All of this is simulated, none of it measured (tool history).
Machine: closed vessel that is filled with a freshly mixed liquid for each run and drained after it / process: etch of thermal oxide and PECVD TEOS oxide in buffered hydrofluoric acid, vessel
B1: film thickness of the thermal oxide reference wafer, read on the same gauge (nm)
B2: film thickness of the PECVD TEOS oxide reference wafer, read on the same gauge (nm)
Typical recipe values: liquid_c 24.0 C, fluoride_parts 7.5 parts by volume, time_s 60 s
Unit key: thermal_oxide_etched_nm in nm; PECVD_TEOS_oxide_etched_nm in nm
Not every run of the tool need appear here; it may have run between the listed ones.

{"run": 1, "hour": 0.0, "liquid_c": 24.0, "fluoride_parts": 7.5, "time_s": 60, "B1": 117.48, "B2": 146.86, "thermal_oxide_etched_nm": 87.32, "PECVD_TEOS_oxide_etched_nm": 290.08}
{"run": 2, "hour": 44.7, "liquid_c": 24.0, "fluoride_parts": 7.5, "time_s": 70, "B1": 117.13, "B2": 146.42, "thermal_oxide_etched_nm": 100.96, "PECVD_TEOS_oxide_etched_nm": 336.2}
{"run": 3, "hour": 79.2, "liquid_c": 24.0, "fluoride_parts": 7.5, "time_s": 70, "B1": 116.82, "B2": 146.01, "thermal_oxide_etched_nm": 100.88, "PECVD_TEOS_oxide_etched_nm": 338.92}
{"run": 4, "hour": 91.6, "liquid_c": 24.0, "fluoride_parts": 7.5, "time_s": 70, "B1": 116.74, "B2": 145.9, "thermal_oxide_etched_nm": 102.15, "PECVD_TEOS_oxide_etched_nm": 336.66}
{"run": 5, "hour": 188.5, "liquid_c": 24.0, "fluoride_parts": 9.0, "time_s": 60, "B1": 115.85, "B2": 144.87, "thermal_oxide_etched_nm": 70.73, "PECVD_TEOS_oxide_etched_nm": 239.02}
{"run": 6, "hour": 218.4, "liquid_c": 24.0, "fluoride_parts": 7.5, "time_s": 60, "B1": 115.55, "B2": 144.49, "thermal_oxide_etched_nm": 86.18, "PECVD_TEOS_oxide_etched_nm": 283.82}
{"run": 7, "hour": 250.2, "liquid_c": 24.0, "fluoride_parts": 7.5, "time_s": 60, "B1": 115.24, "B2": 144.07, "thermal_oxide_etched_nm": 85.33, "PECVD_TEOS_oxide_etched_nm": 286.8}
{"run": 8, "hour": 271.5, "liquid_c": 27.0, "fluoride_parts": 7.5, "time_s": 50, "B1": 115.03, "B2": 143.78, "thermal_oxide_etched_nm": 83.67, "PECVD_TEOS_oxide_etched_nm": 280.38}
{"run": 9, "hour": 305.9, "liquid_c": 27.0, "fluoride_parts": 7.5, "time_s": 50, "B1": 114.67, "B2": 143.38, "thermal_oxide_etched_nm": 82.77, "PECVD_TEOS_oxide_etched_nm": 278.95}
{"hour": 314.4, "done": "hydrofluoric acid flow meter replaced"}
{"run": 10, "hour": 330.6, "liquid_c": 27.0, "fluoride_parts": 7.5, "time_s": 50, "B1": 114.43, "B2": 143.01, "thermal_oxide_etched_nm": 82.41, "PECVD_TEOS_oxide_etched_nm": 279.69}
{"hour": 353.9, "done": "gauge calibrated"}
{"run": 11, "hour": 357.9, "liquid_c": 22.0, "fluoride_parts": 7.5, "time_s": 60, "B1": 119.79, "B2": 149.76, "thermal_oxide_etched_nm": 78.65, "PECVD_TEOS_oxide_etched_nm": 264.98}
{"run": 12, "hour": 376.7, "liquid_c": 24.0, "fluoride_parts": 7.5, "time_s": 60, "B1": 119.79, "B2": 149.76, "thermal_oxide_etched_nm": 89.06, "PECVD_TEOS_oxide_etched_nm": 292.67}
{"run": 13, "hour": 410.3, "liquid_c": 24.0, "fluoride_parts": 9.5, "time_s": 90, "B1": 119.79, "B2": 149.71, "thermal_oxide_etched_nm": 105.05, "PECVD_TEOS_oxide_etched_nm": 349.39}
{"run": 14, "hour": 423.6, "liquid_c": 26.0, "fluoride_parts": 5.5, "time_s": 45, "B1": 119.75, "B2": 149.68, "thermal_oxide_etched_nm": 97.01, "PECVD_TEOS_oxide_etched_nm": 325.08}
{"run": 15, "hour": 446.7, "liquid_c": 24.0, "fluoride_parts": 8.5, "time_s": 60, "B1": 119.76, "B2": 149.65, "thermal_oxide_etched_nm": 77.34, "PECVD_TEOS_oxide_etched_nm": 258.58}
{"run": 16, "hour": 459.3, "liquid_c": 24.0, "fluoride_parts": 7.5, "time_s": 60, "B1": 119.73, "B2": 149.66, "thermal_oxide_etched_nm": 88.64, "PECVD_TEOS_oxide_etched_nm": 299.12}
{"run": 17, "hour": 487.2, "liquid_c": 24.0, "fluoride_parts": 5.5, "time_s": 75, "B1": 119.7, "B2": 149.63, "thermal_oxide_etched_nm": 146.96, "PECVD_TEOS_oxide_etched_nm": 489.12}
{"run": 18, "hour": 512.2, "liquid_c": 28.0, "fluoride_parts": 9.0, "time_s": 60, "B1": 119.67, "B2": 149.57, "thermal_oxide_etched_nm": 89.84, "PECVD_TEOS_oxide_etched_nm": 306.07}
{"hour": 529.6, "done": "thermometer replaced"}
{"run": 19, "hour": 539.0, "liquid_c": 19.5, "fluoride_parts": 7.5, "time_s": 60, "B1": 119.65, "B2": 149.53, "thermal_oxide_etched_nm": 68.15, "PECVD_TEOS_oxide_etched_nm": 230.92}
{"run": 20, "hour": 616.9, "liquid_c": 19.5, "fluoride_parts": 7.5, "time_s": 30, "B1": 119.45, "B2": 149.33, "thermal_oxide_etched_nm": 34.35, "PECVD_TEOS_oxide_etched_nm": 113.35}
{"run": 21, "hour": 639.4, "liquid_c": 24.0, "fluoride_parts": 5.0, "time_s": 30, "B1": 119.41, "B2": 149.31, "thermal_oxide_etched_nm": 63.31, "PECVD_TEOS_oxide_etched_nm": 211.43}
{"run": 22, "hour": 654.4, "liquid_c": 24.0, "fluoride_parts": 5.0, "time_s": 60, "B1": 119.36, "B2": 149.21, "thermal_oxide_etched_nm": 126.65, "PECVD_TEOS_oxide_etched_nm": 422.56}
{"run": 23, "hour": 681.4, "liquid_c": 24.0, "fluoride_parts": 7.5, "time_s": 60, "B1": 119.3, "B2": 149.12, "thermal_oxide_etched_nm": 86.75, "PECVD_TEOS_oxide_etched_nm": 291.13}
{"run": 24, "hour": 705.0, "liquid_c": 24.0, "fluoride_parts": 9.5, "time_s": 60, "B1": 119.22, "B2": 149.04, "thermal_oxide_etched_nm": 69.45, "PECVD_TEOS_oxide_etched_nm": 231.16}
{"run": 25, "hour": 740.2, "liquid_c": 24.0, "fluoride_parts": 7.5, "time_s": 60, "B1": 119.12, "B2": 148.87, "thermal_oxide_etched_nm": 87.28, "PECVD_TEOS_oxide_etched_nm": 295.53}

Selected run-to-run steps in thermal_oxide_etched_nm, each split into two signed amounts: the part the tool would show with no hidden state at all (from settings, incoming material and random variation), and the remainder, which goes to the hidden state together with any gauge scatter not common to the measured and the hidden-state-free results:
Hidden state at play: liquid hotter than its thermometer reads (K); hydrofluoric acid flow above the setpoint (%); gauge reads high (%).
Run 5 -> 6: fluoride_parts 9.0 -> 7.5. thermal_oxide_etched_nm +15.45 nm: hidden state -0.78, all else +16.23.
Run 10 -> 11: liquid_c 27.0 -> 22.0, time_s 50 -> 60, gauge calibrated. thermal_oxide_etched_nm -3.76 nm: hidden state +3.89, all else -7.65.
Run 16 -> 17: fluoride_parts 7.5 -> 5.5, time_s 60 -> 75. thermal_oxide_etched_nm +58.32 nm: hidden state -0.17, all else +58.49.
Run 21 -> 22: time_s 30 -> 60. thermal_oxide_etched_nm +63.34 nm: hidden state -0.36, all else +63.70.
